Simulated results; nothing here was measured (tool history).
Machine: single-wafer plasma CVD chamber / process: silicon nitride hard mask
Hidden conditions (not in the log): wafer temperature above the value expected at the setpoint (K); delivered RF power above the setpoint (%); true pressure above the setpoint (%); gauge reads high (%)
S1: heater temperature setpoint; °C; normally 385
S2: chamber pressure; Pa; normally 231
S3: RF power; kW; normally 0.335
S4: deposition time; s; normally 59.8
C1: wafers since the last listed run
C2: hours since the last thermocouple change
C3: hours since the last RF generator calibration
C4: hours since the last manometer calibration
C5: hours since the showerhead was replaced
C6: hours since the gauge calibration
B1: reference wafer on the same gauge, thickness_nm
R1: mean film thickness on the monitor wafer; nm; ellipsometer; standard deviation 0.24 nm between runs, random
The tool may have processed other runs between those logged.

run	hour	S1	S2	S3	S4	C1	C2	C3	C4	C5	C6	B1	R1
1	0	385	231	0.335	59.8	0	1211.7	989.3	2281.2	6782.1	198.9	72.508	66.377
2	14	385	231	0.335	59.8	131	1225.7	1003.3	2295.2	6796.1	212.9	72.415	66.333
3	43.4	390	231	0.3	59.8	275	1255.1	1032.7	2324.6	6825.5	242.3	72.581	58.811
4	73.3	390	231	0.3	59.8	280	1285	1062.6	2354.5	6855.4	272.2	72.478	58.009
5	85.8	385	231	0.335	59.8	117	1297.5	1075.1	2367	6867.9	284.7	72.504	65.741
6	101.1	385	231	0.335	59.8	143	1312.8	1090.4	2382.3	6883.2	300	72.452	65.992
7	120.6	385	231	0.335	59.8	182	1332.3	1109.9	2401.8	6902.7	319.5	72.495	65.485
8	137.7	385	231	0.335	59.8	160	1349.4	1127	2418.9	6919.8	336.6	72.44	65.462
# hour 175.8: RF generator calibrated
9	176.3	385	231	0.335	59.8	286	1388	0.5	2457.5	6958.4	375.2	72.574	70.515
10	190.2	389	231	0.31	59.8	130	1401.9	14.4	2471.4	6972.3	389.1	72.372	64.864
# hour 193.8: gauge calibrated
11	224	378	216	0.39	52.1	316	1435.7	48.2	2505.2	7006.1	30.2	72.672	68.943
12	247.8	391	204	0.305	70.4	223	1459.5	72	2529	7029.9	54	72.615	72.186
# hour 260.6: thermocouple changed; heater temperature recalibrated
13	271.6	391	265	0.27	66.6	148	11	95.8	2552.8	7053.7	77.8	72.491	63.606
# hour 288.5: capacitance manometer re-zeroed and calibrated
# hour 295.9: showerhead replaced
14	296.4	385	231	0.335	59.8	87	35.8	120.6	7.9	0.5	102.6	72.527	69.92
15	310.9	385	231	0.335	59.8	135	50.3	135.1	22.4	15	117.1	72.443	70.104
16	345.4	373	287	0.335	59.8	323	84.8	169.6	56.9	49.5	151.6	72.587	74.479
17	363.7	385	231	0.335	59.8	171	103.1	187.9	75.2	67.8	169.9	72.511	70.015
18	395.9	389	173	0.335	59.8	301	135.3	220.1	107.4	100	202.1	72.394	64.563

Alternative continuations, all from the tool just after run 18; predict every row:
A	396.3	385	231	0.3	59.8	3	135.7	220.5	107.8	100.4	202.5	?	?
B	396.3	385	231	0.335	50.4	3	135.7	220.5	107.8	100.4	202.5	?	?
C	396.3	385	192	0.335	59.8	3	135.7	220.5	107.8	100.4	202.5	?	?
D	396.3	393	208	0.36	49	3	135.7	220.5	107.8	100.4	202.5	?	?
E	396.3	370	272	0.365	59.8	3	135.7	220.5	107.8	100.4	202.5	?	?

run	B1	R1
A	72.433	62.452
B	72.433	59.1
C	72.433	66.614
D	72.433	59.55
E	72.433	79.894
Without the tool's hidden state the same runs would have given:
run	R1
A	62.865
B	59.463
C	67.022
D	59.915
E	80.384
